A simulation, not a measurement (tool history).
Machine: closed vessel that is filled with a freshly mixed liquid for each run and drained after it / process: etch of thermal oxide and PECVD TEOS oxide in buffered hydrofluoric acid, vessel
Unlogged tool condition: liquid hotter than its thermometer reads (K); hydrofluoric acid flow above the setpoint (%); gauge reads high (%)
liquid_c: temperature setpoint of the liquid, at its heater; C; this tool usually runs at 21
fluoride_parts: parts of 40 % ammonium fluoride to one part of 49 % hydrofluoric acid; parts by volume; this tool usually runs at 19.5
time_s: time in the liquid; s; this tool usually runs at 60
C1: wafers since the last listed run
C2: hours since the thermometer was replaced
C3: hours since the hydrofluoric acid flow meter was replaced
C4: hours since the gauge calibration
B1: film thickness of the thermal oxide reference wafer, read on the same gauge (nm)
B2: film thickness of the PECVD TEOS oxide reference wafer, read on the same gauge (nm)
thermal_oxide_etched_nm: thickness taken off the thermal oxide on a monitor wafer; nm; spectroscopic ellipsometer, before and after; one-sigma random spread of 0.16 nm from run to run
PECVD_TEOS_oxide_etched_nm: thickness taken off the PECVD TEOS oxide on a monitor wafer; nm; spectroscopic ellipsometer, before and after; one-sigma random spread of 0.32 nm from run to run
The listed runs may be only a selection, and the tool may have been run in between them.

{"run": 1, "hour": 0.0, "liquid_c": 23.5, "fluoride_parts": 15, "time_s": 60, "C1": 0, "C2": 1655.8, "C3": 704.5, "C4": 116.6, "B1": 99.99, "B2": 59.95, "thermal_oxide_etched_nm": 53.33, "PECVD_TEOS_oxide_etched_nm": 92.78}
{"run": 2, "hour": 21.9, "liquid_c": 23.5, "fluoride_parts": 15, "time_s": 60, "C1": 1910, "C2": 1677.7, "C3": 726.4, "C4": 138.5, "B1": 100.01, "B2": 59.96, "thermal_oxide_etched_nm": 53.16, "PECVD_TEOS_oxide_etched_nm": 92.69}
{"run": 3, "hour": 74.6, "liquid_c": 22, "fluoride_parts": 19.5, "time_s": 60, "C1": 4597, "C2": 1730.4, "C3": 779.1, "C4": 191.2, "B1": 99.99, "B2": 60, "thermal_oxide_etched_nm": 38.26, "PECVD_TEOS_oxide_etched_nm": 66.52}
{"run": 4, "hour": 89.9, "liquid_c": 22.5, "fluoride_parts": 18, "time_s": 60, "C1": 1334, "C2": 1745.7, "C3": 794.4, "C4": 206.5, "B1": 99.96, "B2": 60.04, "thermal_oxide_etched_nm": 42.48, "PECVD_TEOS_oxide_etched_nm": 73.67}
{"run": 5, "hour": 104.9, "liquid_c": 22.5, "fluoride_parts": 18, "time_s": 60, "C1": 1308, "C2": 1760.7, "C3": 809.4, "C4": 221.5, "B1": 100.04, "B2": 60.03, "thermal_oxide_etched_nm": 42.44, "PECVD_TEOS_oxide_etched_nm": 74.75}
{"hour": 120.7, "done": "thermometer replaced"}
{"run": 6, "hour": 134.7, "liquid_c": 21, "fluoride_parts": 19.5, "time_s": 60, "C1": 2512, "C2": 14, "C3": 839.2, "C4": 251.3, "B1": 100, "B2": 59.98, "thermal_oxide_etched_nm": 31.75, "PECVD_TEOS_oxide_etched_nm": 55.13}
{"run": 7, "hour": 146.8, "liquid_c": 21, "fluoride_parts": 19.5, "time_s": 60, "C1": 1055, "C2": 26.1, "C3": 851.3, "C4": 263.4, "B1": 100.02, "B2": 59.98, "thermal_oxide_etched_nm": 31.59, "PECVD_TEOS_oxide_etched_nm": 54.92}
{"run": 8, "hour": 161.9, "liquid_c": 18, "fluoride_parts": 19.5, "time_s": 60, "C1": 1317, "C2": 41.2, "C3": 866.4, "C4": 278.5, "B1": 100.02, "B2": 59.98, "thermal_oxide_etched_nm": 26.95, "PECVD_TEOS_oxide_etched_nm": 46.76}
{"run": 9, "hour": 194.2, "liquid_c": 19.5, "fluoride_parts": 25, "time_s": 60, "C1": 2818, "C2": 73.5, "C3": 898.7, "C4": 310.8, "B1": 100.01, "B2": 60, "thermal_oxide_etched_nm": 24.21, "PECVD_TEOS_oxide_etched_nm": 41.37}
{"run": 10, "hour": 218.5, "liquid_c": 21, "fluoride_parts": 19.5, "time_s": 60, "C1": 2120, "C2": 97.8, "C3": 923, "C4": 335.1, "B1": 99.99, "B2": 59.99, "thermal_oxide_etched_nm": 32.13, "PECVD_TEOS_oxide_etched_nm": 56.31}
{"run": 11, "hour": 233.7, "liquid_c": 19.5, "fluoride_parts": 15, "time_s": 85, "C1": 1326, "C2": 113, "C3": 938.2, "C4": 350.3, "B1": 100.03, "B2": 59.97, "thermal_oxide_etched_nm": 54.28, "PECVD_TEOS_oxide_etched_nm": 93.54}
{"run": 12, "hour": 253.6, "liquid_c": 21, "fluoride_parts": 19.5, "time_s": 60, "C1": 1736, "C2": 132.9, "C3": 958.1, "C4": 370.2, "B1": 100.02, "B2": 60.01, "thermal_oxide_etched_nm": 32.44, "PECVD_TEOS_oxide_etched_nm": 55.7}
{"hour": 255.5, "done": "hydrofluoric acid flow meter replaced"}
{"hour": 273.2, "done": "gauge calibrated"}
{"run": 13, "hour": 287.0, "liquid_c": 19.5, "fluoride_parts": 11.5, "time_s": 60, "C1": 2826, "C2": 166.3, "C3": 31.5, "C4": 13.8, "B1": 100.02, "B2": 59.98, "thermal_oxide_etched_nm": 45.71, "PECVD_TEOS_oxide_etched_nm": 79.93}
{"run": 14, "hour": 320.6, "liquid_c": 21, "fluoride_parts": 14, "time_s": 60, "C1": 2931, "C2": 199.9, "C3": 65.1, "C4": 47.4, "B1": 100.02, "B2": 60.01, "thermal_oxide_etched_nm": 41.19, "PECVD_TEOS_oxide_etched_nm": 70.97}
{"run": 15, "hour": 338.9, "liquid_c": 19, "fluoride_parts": 14.5, "time_s": 90, "C1": 1596, "C2": 218.2, "C3": 83.4, "C4": 65.7, "B1": 100.02, "B2": 60.01, "thermal_oxide_etched_nm": 53.76, "PECVD_TEOS_oxide_etched_nm": 92.36}
{"run": 16, "hour": 357.0, "liquid_c": 19.5, "fluoride_parts": 19.5, "time_s": 30, "C1": 1579, "C2": 236.3, "C3": 101.5, "C4": 83.8, "B1": 99.99, "B2": 60.01, "thermal_oxide_etched_nm": 13.96, "PECVD_TEOS_oxide_etched_nm": 24.14}
{"run": 17, "hour": 391.1, "liquid_c": 21, "fluoride_parts": 19.5, "time_s": 60, "C1": 2975, "C2": 270.4, "C3": 135.6, "C4": 117.9, "B1": 100.02, "B2": 59.97, "thermal_oxide_etched_nm": 30.01, "PECVD_TEOS_oxide_etched_nm": 51.55}

For some of the steps in thermal_oxide_etched_nm from one run to the next: how much would appear even if the tool had no hidden state, given the settings, what came in and random variation, and how much remains for the hidden state plus any gauge scatter that the measured result and the result without hidden state don't share?
Run 5 -> 6: liquid_c 22.5 -> 21, fluoride_parts 18 -> 19.5, thermometer replaced. thermal_oxide_etched_nm -10.69 nm: hidden state -5.93, all else -4.76.
Run 15 -> 16: liquid_c 19 -> 19.5, fluoride_parts 14.5 -> 19.5, time_s 90 -> 30. thermal_oxide_etched_nm -39.8 nm: hidden state -1.8, all else -38.

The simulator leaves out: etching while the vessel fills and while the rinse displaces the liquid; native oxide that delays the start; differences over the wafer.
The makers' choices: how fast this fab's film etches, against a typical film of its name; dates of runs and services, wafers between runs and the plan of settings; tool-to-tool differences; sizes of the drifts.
